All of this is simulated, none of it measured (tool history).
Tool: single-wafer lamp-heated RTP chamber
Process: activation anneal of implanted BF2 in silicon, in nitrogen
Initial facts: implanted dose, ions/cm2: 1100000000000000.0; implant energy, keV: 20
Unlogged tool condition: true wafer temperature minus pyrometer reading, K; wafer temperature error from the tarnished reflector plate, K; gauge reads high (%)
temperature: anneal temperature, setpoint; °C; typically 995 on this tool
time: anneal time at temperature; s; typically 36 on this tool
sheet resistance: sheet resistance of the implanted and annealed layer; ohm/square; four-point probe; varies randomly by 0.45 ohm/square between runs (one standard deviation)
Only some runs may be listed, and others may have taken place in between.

run	hour	temperature	time	wafers since the last listed run	wafers since the last pyrometer calibration	wafers since the reflector plate was cleaned	hours since the gauge calibration	read-back reference wafer on the same gauge, sheet resistance	sheet resistance
1	0.0	995	36	0	3529	7799	136.0	215.01	173.81
2	29.5	1016	41	290	3820	8090	165.5	214.97	147.20
3	60.9	995	36	309	4130	8399	196.9	215.06	172.42
4	74.9	995	36	138	4268	8537	210.9	215.05	172.80
5	100.0	995	36	247	4515	8785	236.0	215.05	172.02
6	150.1	973	29	493	5009	9279	286.1	214.98	210.99
7	171.2	973	29	208	5217	9487	307.2	214.97	210.10
# hour 192.1: gauge calibrated
8	200.0	973	29	283	5501	9771	7.9	214.97	210.36
# hour 221.2: reflector plate cleaned
9	235.8	1006	56	274	5775	143	43.7	214.96	150.17
10	263.2	995	36	270	6045	413	71.1	215.06	172.80
# hour 279.6: pyrometer window cleaned and pyrometer calibrated
11	287.1	968	36	156	73	570	95.0	215.10	224.86
12	307.4	970	56	200	274	770	115.3	214.90	205.41
13	340.3	995	36	324	598	1095	148.2	215.02	180.31
14	359.2	1003	21	186	784	1281	167.1	214.97	183.97
15	391.1	970	56	314	1099	1595	199.0	214.98	204.72
16	412.9	1011	36	214	1314	1810	220.8	214.96	158.86

How would selected steps in sheet resistance from run to run divide? Give the signed amount a tool lacking its hidden state would still show from settings, what came in and random variation, and the signed amount left for the hidden state, including any gauge scatter that is not in both of the compared results.
Run 8 -> 9: temperature 973 -> 1006, time 29 -> 56, reflector plate cleaned. sheet resistance -60.19 ohm/square: hidden state +8.86, all else -69.05.
